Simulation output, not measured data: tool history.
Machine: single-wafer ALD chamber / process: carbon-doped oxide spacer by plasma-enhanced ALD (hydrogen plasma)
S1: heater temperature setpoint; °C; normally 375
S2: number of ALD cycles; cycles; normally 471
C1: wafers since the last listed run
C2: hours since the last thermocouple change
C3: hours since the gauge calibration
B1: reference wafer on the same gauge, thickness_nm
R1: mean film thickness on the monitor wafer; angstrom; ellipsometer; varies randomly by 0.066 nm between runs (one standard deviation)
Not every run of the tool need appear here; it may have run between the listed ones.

| run | hour | S1 | S2 | C1 | C2 | C3 | B1 | R1 |
|---|---|---|---|---|---|---|---|---|
| 1 | 0 | 375 | 506 | 0 | 2336.1 | 134.6 | 22.929 | 256.42 |
| 2 | 32.3 | 375 | 397 | 28 | 2368.4 | 166.9 | 22.91 | 200.77 |
| 3 | 55.7 | 380 | 536 | 20 | 2391.8 | 190.3 | 22.917 | 272.07 |
| 4 | 74.8 | 369 | 414 | 17 | 2410.9 | 209.4 | 22.883 | 210.05 |
| 5 | 91.7 | 369 | 414 | 15 | 2427.8 | 226.3 | 22.923 | 208.81 |
| 6 | 112.5 | 375 | 471 | 18 | 2448.6 | 247.1 | 22.905 | 237.77 |
| 7 | 139.9 | 375 | 471 | 24 | 2476 | 274.5 | 22.898 | 239.01 |
|  | 151.6 | gauge calibrated |
| 8 | 162.2 | 375 | 471 | 19 | 2498.3 | 10.6 | 22.91 | 237.81 |
| 9 | 175.9 | 367 | 388 | 12 | 2512 | 24.3 | 22.909 | 195.58 |
| 10 | 190.5 | 390 | 533 | 13 | 2526.6 | 38.9 | 22.915 | 269.61 |
| 11 | 210 | 375 | 471 | 17 | 2546.1 | 58.4 | 22.924 | 237.23 |
| 12 | 234.6 | 361 | 399 | 21 | 2570.7 | 83 | 22.933 | 201.57 |
|  | 242.8 | thermocouple changed; heater temperature recalibrated |
| 13 | 256.2 | 370 | 471 | 12 | 13.4 | 104.6 | 22.895 | 238.47 |
| 14 | 290 | 375 | 471 | 30 | 47.2 | 138.4 | 22.888 | 236.56 |
| 15 | 311.3 | 375 | 426 | 19 | 68.5 | 159.7 | 22.879 | 214.83 |
| 16 | 388.7 | 370 | 471 | 69 | 145.9 | 237.1 | 22.919 | 237.46 |
| 17 | 403.3 | 360 | 471 | 13 | 160.5 | 251.7 | 22.904 | 238.32 |

What if the next run were any one of these 3? Each begins from the tool's condition after run 17:
| A | 404.4 | 375 | 547 | 0 | 161.6 | 252.8 | ? | ? |
| B | 404.4 | 389 | 391 | 0 | 161.6 | 252.8 | ? | ? |
| C | 404.4 | 364 | 506 | 0 | 161.6 | 252.8 | ? | ? |

| run | B1 | R1 |
|---|---|---|
| A | 22.876 | 277.39 |
| B | 22.876 | 198.28 |
| C | 22.876 | 256.6 |
Without the tool's hidden state the same runs would have given:
| run | R1 |
|---|---|
| A | 277.39 |
| B | 198.28 |
| C | 256.6 |
